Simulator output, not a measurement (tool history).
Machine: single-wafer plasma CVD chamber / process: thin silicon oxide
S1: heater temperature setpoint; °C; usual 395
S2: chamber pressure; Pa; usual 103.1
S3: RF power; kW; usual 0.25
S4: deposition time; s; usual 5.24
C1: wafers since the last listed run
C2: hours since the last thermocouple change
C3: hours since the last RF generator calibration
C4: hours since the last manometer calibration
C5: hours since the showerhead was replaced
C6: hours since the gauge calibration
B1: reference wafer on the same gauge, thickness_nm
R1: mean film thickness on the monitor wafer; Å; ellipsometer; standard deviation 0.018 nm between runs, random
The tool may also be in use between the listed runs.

run 1 hour=0 | S1=395 S2=103.1 S3=0.25 S4=5.24 | C1=0 C2=1889.1 C3=2320.8 C4=531.7 C5=7053.1 C6=366.5 | B1=7.799 | R1=79.8
run 2 hour=35.1 | S1=395 S2=103.1 S3=0.25 S4=4.66 | C1=1507 C2=1924.2 C3=2355.9 C4=566.8 C5=7088.2 C6=401.6 | B1=7.805 | R1=70.72
run 3 hour=59.3 | S1=395 S2=103.1 S3=0.25 S4=4.66 | C1=1039 C2=1948.4 C3=2380.1 C4=591 C5=7112.4 C6=425.8 | B1=7.81 | R1=71.05
run 4 hour=79.8 | S1=395 S2=103.1 S3=0.25 S4=4.66 | C1=880 C2=1968.9 C3=2400.6 C4=611.5 C5=7132.9 C6=446.3 | B1=7.808 | R1=70.96
run 5 hour=115.5 | S1=395 S2=103.1 S3=0.25 S4=5.24 | C1=1532 C2=2004.6 C3=2436.3 C4=647.2 C5=7168.6 C6=482 | B1=7.81 | R1=79.86
run 6 hour=135 | S1=395 S2=103.1 S3=0.25 S4=5.24 | C1=837 C2=2024.1 C3=2455.8 C4=666.7 C5=7188.1 C6=501.5 | B1=7.808 | R1=79.88
run 7 hour=165.8 | S1=395 S2=103.1 S3=0.25 S4=5.24 | C1=1322 C2=2054.9 C3=2486.6 C4=697.5 C5=7218.9 C6=532.3 | B1=7.818 | R1=79.79
-- hour=195.4 gauge calibrated
-- hour=204 showerhead replaced
run 8 hour=204.5 | S1=395 S2=103.1 S3=0.28 S4=5.24 | C1=1318 C2=2093.6 C3=2525.3 C4=736.2 C5=0.5 C6=9.1 | B1=7.676 | R1=83.35
run 9 hour=220.9 | S1=395 S2=103.1 S3=0.28 S4=5.24 | C1=704 C2=2110 C3=2541.7 C4=752.6 C5=16.9 C6=25.5 | B1=7.692 | R1=83.83
run 10 hour=236.3 | S1=395 S2=103.1 S3=0.25 S4=5.24 | C1=661 C2=2125.4 C3=2557.1 C4=768 C5=32.3 C6=40.9 | B1=7.704 | R1=78.81
run 11 hour=270.2 | S1=395 S2=103.1 S3=0.28 S4=5.24 | C1=1455 C2=2159.3 C3=2591 C4=801.9 C5=66.2 C6=74.8 | B1=7.722 | R1=84.07
run 12 hour=291.5 | S1=381 S2=114 S3=0.265 S4=4.76 | C1=914 C2=2180.6 C3=2612.3 C4=823.2 C5=87.5 C6=96.1 | B1=7.729 | R1=82.39
run 13 hour=319.2 | S1=395 S2=118.1 S3=0.295 S4=4.43 | C1=1189 C2=2208.3 C3=2640 C4=850.9 C5=115.2 C6=123.8 | B1=7.748 | R1=83.08
run 14 hour=342.4 | S1=395 S2=103.1 S3=0.2 S4=5.24 | C1=996 C2=2231.5 C3=2663.2 C4=874.1 C5=138.4 C6=147 | B1=7.759 | R1=68.44
run 15 hour=371 | S1=395 S2=103.1 S3=0.28 S4=5.24 | C1=1228 C2=2260.1 C3=2691.8 C4=902.7 C5=167 C6=175.6 | B1=7.767 | R1=84.77
-- hour=382.4 capacitance manometer re-zeroed and calibrated
run 16 hour=398.9 | S1=395 S2=117.5 S3=0.25 S4=5.24 | C1=854 C2=2288 C3=2719.7 C4=16.5 C5=194.9 C6=203.5 | B1=7.778 | R1=89.46
run 17 hour=430.4 | S1=395 S2=103.1 S3=0.25 S4=5.24 | C1=1352 C2=2319.5 C3=2751.2 C4=48 C5=226.4 C6=235 | B1=7.791 | R1=79.38
run 18 hour=446.5 | S1=395 S2=103.1 S3=0.28 S4=5.24 | C1=691 C2=2335.6 C3=2767.3 C4=64.1 C5=242.5 C6=251.1 | B1=7.789 | R1=84.71
run 19 hour=480.8 | S1=384 S2=103.1 S3=0.25 S4=6.03 | C1=1472 C2=2369.9 C3=2801.6 C4=98.4 C5=276.8 C6=285.4 | B1=7.799 | R1=92.3
-- hour=518.3 RF generator calibrated
run 20 hour=518.8 | S1=395 S2=103.1 S3=0.25 S4=5.24 | C1=1288 C2=2407.9 C3=0.5 C4=136.4 C5=314.8 C6=323.4 | B1=7.804 | R1=79.97
-- hour=538.6 thermocouple changed; heater temperature recalibrated
run 21 hour=543.2 | S1=389 S2=91.9 S3=0.3 S4=4.58 | C1=704 C2=4.6 C3=24.9 C4=160.8 C5=339.2 C6=347.8 | B1=7.808 | R1=68.62
run 22 hour=569.6 | S1=383 S2=92.7 S3=0.23 S4=5.54 | C1=1133 C2=31 C3=51.3 C4=187.2 C5=365.6 C6=374.2 | B1=7.814 | R1=72.45
run 23 hour=628 | S1=395 S2=103.1 S3=0.25 S4=5.24 | C1=2507 C2=89.4 C3=109.7 C4=245.6 C5=424 C6=432.6 | B1=7.822 | R1=79.92
run 24 hour=644.7 | S1=407 S2=103.1 S3=0.25 S4=5.24 | C1=717 C2=106.1 C3=126.4 C4=262.3 C5=440.7 C6=449.3 | B1=7.82 | R1=79.61
run 25 hour=658.1 | S1=410 S2=103.1 S3=0.25 S4=5.24 | C1=575 C2=119.5 C3=139.8 C4=275.7 C5=454.1 C6=462.7 | B1=7.821 | R1=79.22
run 26 hour=689.1 | S1=384 S2=103.1 S3=0.295 S4=5.7 | C1=1331 C2=150.5 C3=170.8 C4=306.7 C5=485.1 C6=493.7 | B1=7.83 | R1=95.71
run 27 hour=706.4 | S1=409 S2=103.1 S3=0.25 S4=5.24 | C1=742 C2=167.8 C3=188.1 C4=324 C5=502.4 C6=511 | B1=7.827 | R1=79.76
run 28 hour=732 | S1=395 S2=103.1 S3=0.28 S4=5.24 | C1=1099 C2=193.4 C3=213.7 C4=349.6 C5=528 C6=536.6 | B1=7.827 | R1=85.08

Below are 5 alternative next runs, each starting from the tool's condition after run 28. Predict each:
run A hour=732.4 | S1=395 S2=103.1 S3=0.25 S4=5.24 | C1=17 C2=193.8 C3=214.1 C4=350 C5=528.4 C6=537 | B1=? | R1=?
run B hour=732.4 | S1=387 S2=103.1 S3=0.25 S4=4.81 | C1=17 C2=193.8 C3=214.1 C4=350 C5=528.4 C6=537 | B1=? | R1=?
run C hour=732.4 | S1=408 S2=103.1 S3=0.25 S4=5.24 | C1=17 C2=193.8 C3=214.1 C4=350 C5=528.4 C6=537 | B1=? | R1=?
run D hour=732.4 | S1=383 S2=103.1 S3=0.205 S4=6.21 | C1=17 C2=193.8 C3=214.1 C4=350 C5=528.4 C6=537 | B1=? | R1=?
run E hour=732.4 | S1=409 S2=85.6 S3=0.205 S4=4.67 | C1=17 C2=193.8 C3=214.1 C4=350 C5=528.4 C6=537 | B1=? | R1=?

run=A B1=7.826 R1=80.18
run=B B1=7.826 R1=73.96
run=C B1=7.826 R1=79.58
run=D B1=7.826 R1=83.98
run=E B1=7.826 R1=51.16
Without the tool's hidden state the same runs would have given:
run=A R1=78.45
run=B R1=72.36
run=C R1=77.87
run=D R1=82.17
run=E R1=50.05

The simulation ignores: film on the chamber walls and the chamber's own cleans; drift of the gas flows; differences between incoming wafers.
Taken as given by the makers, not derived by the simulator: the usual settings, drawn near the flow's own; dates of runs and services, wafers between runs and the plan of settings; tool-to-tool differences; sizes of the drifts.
